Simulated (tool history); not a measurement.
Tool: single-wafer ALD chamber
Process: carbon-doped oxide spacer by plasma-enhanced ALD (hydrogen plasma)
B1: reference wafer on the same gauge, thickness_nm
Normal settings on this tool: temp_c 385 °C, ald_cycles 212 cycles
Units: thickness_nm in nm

{"run": 1, "day": 0.0, "temp_c": 385, "ald_cycles": 188, "B1": 12.41, "thickness_nm": 9.477}
{"run": 2, "day": 0.504, "temp_c": 385, "ald_cycles": 188, "B1": 12.409, "thickness_nm": 9.392}
{"run": 3, "day": 1.408, "temp_c": 381, "ald_cycles": 212, "B1": 12.399, "thickness_nm": 10.598}
{"run": 4, "day": 2.712, "temp_c": 381, "ald_cycles": 212, "B1": 12.402, "thickness_nm": 10.701}
{"run": 5, "day": 3.812, "temp_c": 381, "ald_cycles": 212, "B1": 12.401, "thickness_nm": 10.627}
{"run": 6, "day": 5.3, "temp_c": 385, "ald_cycles": 212, "B1": 12.402, "thickness_nm": 10.591}
{"run": 7, "day": 5.812, "temp_c": 385, "ald_cycles": 212, "B1": 12.414, "thickness_nm": 10.666}
{"run": 8, "day": 8.571, "temp_c": 377, "ald_cycles": 189, "B1": 12.402, "thickness_nm": 9.503}
{"run": 9, "day": 9.883, "temp_c": 395, "ald_cycles": 184, "B1": 12.406, "thickness_nm": 9.244}
{"run": 10, "day": 10.6, "temp_c": 371, "ald_cycles": 189, "B1": 12.416, "thickness_nm": 9.508}
{"run": 11, "day": 11.912, "temp_c": 394, "ald_cycles": 212, "B1": 12.386, "thickness_nm": 10.69}
{"run": 12, "day": 13.2, "temp_c": 385, "ald_cycles": 212, "B1": 12.397, "thickness_nm": 10.662}
{"run": 13, "day": 14.488, "temp_c": 381, "ald_cycles": 212, "B1": 12.395, "thickness_nm": 10.671}
{"run": 14, "day": 15.317, "temp_c": 385, "ald_cycles": 195, "B1": 12.39, "thickness_nm": 9.803}

Put back what was entered between runs (2 entries, withheld): which listed runs does each sit between, and how does the hidden state differ from the listed run before to the listed run after?
After run 7, before run 8: gauge calibrated (day 7.825); thermocouple changed; heater temperature recalibrated (day 7.9)
  nothing in the hidden state changes from one run to the other
